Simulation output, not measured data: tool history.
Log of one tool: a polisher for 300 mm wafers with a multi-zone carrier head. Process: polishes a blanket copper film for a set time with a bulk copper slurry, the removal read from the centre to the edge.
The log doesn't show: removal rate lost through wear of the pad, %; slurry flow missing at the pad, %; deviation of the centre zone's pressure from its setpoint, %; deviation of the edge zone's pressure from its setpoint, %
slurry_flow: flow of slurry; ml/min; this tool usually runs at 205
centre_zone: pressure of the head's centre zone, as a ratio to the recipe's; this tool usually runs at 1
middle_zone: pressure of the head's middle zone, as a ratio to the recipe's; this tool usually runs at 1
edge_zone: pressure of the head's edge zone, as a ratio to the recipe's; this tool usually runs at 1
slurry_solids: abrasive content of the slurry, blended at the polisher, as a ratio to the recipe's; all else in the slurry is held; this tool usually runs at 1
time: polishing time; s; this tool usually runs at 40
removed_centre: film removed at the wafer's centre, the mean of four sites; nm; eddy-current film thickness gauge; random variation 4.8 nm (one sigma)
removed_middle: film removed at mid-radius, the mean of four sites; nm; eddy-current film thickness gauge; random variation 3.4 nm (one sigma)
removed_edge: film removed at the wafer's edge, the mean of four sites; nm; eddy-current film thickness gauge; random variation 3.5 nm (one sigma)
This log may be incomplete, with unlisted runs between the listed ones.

| run | hour | slurry_flow | centre_zone | middle_zone | edge_zone | slurry_solids | time | wafers since the last listed run | wafers polished on this pad | hours since the slurry nozzle was cleaned | hours since the centre zone pressure was calibrated | hours since the edge zone pressure was calibrated | hours since the carrier head's membrane was replaced | incoming thickness of the incoming film, nm | removed_centre | removed_middle | removed_edge |
|---|---|---|---|---|---|---|---|---|---|---|---|---|---|---|---|---|---|
| 1 | 0 | 205 | 1 | 1 | 1 | 1 | 40 | 0 | 3126 | 84.7 | 294.8 | 350.3 | 764.3 | 4169.2 | 366.7 | 373.9 | 366.8 |
|  | 192.5 | worn pad replaced by a new one |
| 2 | 204.2 | 205 | 1 | 1 | 0.97 | 1 | 30 | 3213 | 187 | 288.9 | 499 | 554.5 | 968.5 | 4192.8 | 269.1 | 275.8 | 275.3 |
| 3 | 254.8 | 205 | 1 | 1 | 0.97 | 1 | 30 | 812 | 999 | 339.5 | 549.6 | 605.1 | 1019.1 | 4147.2 | 267.8 | 275.5 | 264.8 |
| 4 | 339.1 | 205 | 1 | 0.93 | 1 | 1 | 40 | 1353 | 2352 | 423.8 | 633.9 | 689.4 | 1103.4 | 4127.2 | 354.8 | 348.4 | 367.9 |
| 5 | 382.3 | 205 | 1 | 0.93 | 1 | 1 | 40 | 693 | 3045 | 467 | 677.1 | 732.6 | 1146.6 | 4190.7 | 340.8 | 344.1 | 366 |
| 6 | 452.6 | 205 | 1 | 0.93 | 1 | 1 | 40 | 1128 | 4174 | 537.3 | 747.4 | 802.9 | 1216.9 | 4100.3 | 345.1 | 337.3 | 358.4 |
|  | 522.5 | worn pad replaced by a new one |
| 7 | 526.7 | 205 | 1 | 1 | 1 | 0.85 | 31 | 1125 | 67 | 611.4 | 821.5 | 877 | 1291 | 4166.5 | 260.4 | 264.1 | 267.8 |
|  | 531 | slurry nozzle cleaned |
| 8 | 576.5 | 205 | 1 | 1 | 1 | 0.85 | 31 | 783 | 850 | 45.5 | 871.3 | 926.8 | 1340.8 | 4235.4 | 273.8 | 282.9 | 281.7 |
| 9 | 615.5 | 205 | 1 | 1 | 1 | 0.85 | 31 | 625 | 1476 | 84.5 | 910.3 | 965.8 | 1379.8 | 4126.3 | 278.3 | 283.4 | 274.2 |
|  | 633.1 | edge zone pressure recalibrated |
| 10 | 680.7 | 205 | 1 | 1 | 1 | 1 | 40 | 1014 | 2490 | 149.7 | 975.5 | 47.6 | 1445 | 4216.9 | 357.3 | 373.3 | 372.1 |
|  | 726.6 | centre zone pressure recalibrated |
|  | 741.4 | carrier head's membrane replaced by a new one |
| 11 | 749.9 | 205 | 1 | 1 | 1 | 1 | 40 | 998 | 3489 | 218.9 | 23.3 | 116.8 | 8.5 | 4185.4 | 366.7 | 372.6 | 364.2 |
| 12 | 808.3 | 265 | 1 | 1 | 0.96 | 1 | 40 | 937 | 4426 | 277.3 | 81.7 | 175.2 | 66.9 | 4163.9 | 382.9 | 385.9 | 365 |
| 13 | 880 | 205 | 1 | 1 | 1 | 1 | 51 | 1150 | 5577 | 349 | 153.4 | 246.9 | 138.6 | 4224.2 | 455.1 | 465.3 | 454.9 |
|  | 904.6 | worn pad replaced by a new one |
| 14 | 943.6 | 205 | 1.08 | 1.08 | 1.06 | 1 | 40 | 956 | 626 | 412.6 | 217 | 310.5 | 202.2 | 4164.5 | 371 | 389.7 | 368.5 |
| 15 | 1037.8 | 205 | 1 | 1 | 1 | 1 | 40 | 1511 | 2138 | 506.8 | 311.2 | 404.7 | 296.4 | 4186.5 | 354.2 | 361.2 | 363.1 |
| 16 | 1143 | 205 | 0.97 | 0.94 | 1 | 1 | 40 | 1688 | 3826 | 612 | 416.4 | 509.9 | 401.6 | 4154.4 | 338.3 | 341.1 | 358.7 |
| 17 | 1211.8 | 205 | 1 | 0.93 | 1 | 1 | 28 | 1104 | 4930 | 680.8 | 485.2 | 578.7 | 470.4 | 4212.6 | 240.1 | 232 | 252.5 |
|  | 1214.7 | slurry nozzle cleaned |
|  | 1253.9 | worn pad replaced by a new one |
| 18 | 1402.8 | 205 | 1.08 | 1 | 1 | 0.75 | 53 | 2985 | 2389 | 188.1 | 676.2 | 769.7 | 661.4 | 4100.6 | 480.6 | 460.7 | 453.2 |
| 19 | 1472.6 | 205 | 1 | 1 | 1 | 1 | 40 | 1120 | 3509 | 257.9 | 746 | 839.5 | 731.2 | 4181.9 | 360.6 | 363.9 | 365.8 |
|  | 1515.4 | edge zone pressure recalibrated |
| 20 | 1577.8 | 205 | 1.08 | 0.91 | 1 | 1 | 40 | 1656 | 5165 | 363.1 | 851.2 | 62.4 | 836.4 | 4205.5 | 374.2 | 338.3 | 365 |
|  | 1614 | worn pad replaced by a new one |
| 21 | 1665.3 | 205 | 1 | 1 | 1 | 1 | 40 | 1340 | 823 | 450.6 | 938.7 | 149.9 | 923.9 | 4148.3 | 346.6 | 360.3 | 361.3 |
| 22 | 1740.5 | 205 | 1 | 1 | 1 | 1 | 40 | 1206 | 2030 | 525.8 | 1013.9 | 225.1 | 999.1 | 4106.8 | 347 | 358.9 | 358.9 |

Per-run results on a tool with no hidden state, each run keeping its own random variation:
| run | removed_centre | removed_middle | removed_edge |
|---|---|---|---|
| 1 | 369.6 | 376.6 | 368.7 |
| 2 | 276.4 | 282.5 | 280.2 |
| 3 | 276.5 | 283.6 | 270.5 |
| 4 | 370 | 361.7 | 378.2 |
| 5 | 357.3 | 358.9 | 377.5 |
| 6 | 365.2 | 354.8 | 371.9 |
| 7 | 278.6 | 280.5 | 279.8 |
| 8 | 275.3 | 284.3 | 282.7 |
| 9 | 280.8 | 285.6 | 275.8 |
| 10 | 362.5 | 378.2 | 375.7 |
| 11 | 374.3 | 379.6 | 369.3 |
| 12 | 391.1 | 393.3 | 370.3 |
| 13 | 470.9 | 479.8 | 465.2 |
| 14 | 386.8 | 404.4 | 378.6 |
| 15 | 373.7 | 378.9 | 376 |
| 16 | 362.4 | 362.6 | 375 |
| 17 | 260.1 | 249.1 | 265.9 |
| 18 | 491.4 | 470 | 459.9 |
| 19 | 371.3 | 373.6 | 372.9 |
| 20 | 389.9 | 351 | 375 |
| 21 | 365.2 | 377.4 | 373.8 |
| 22 | 369.5 | 379.5 | 373.8 |
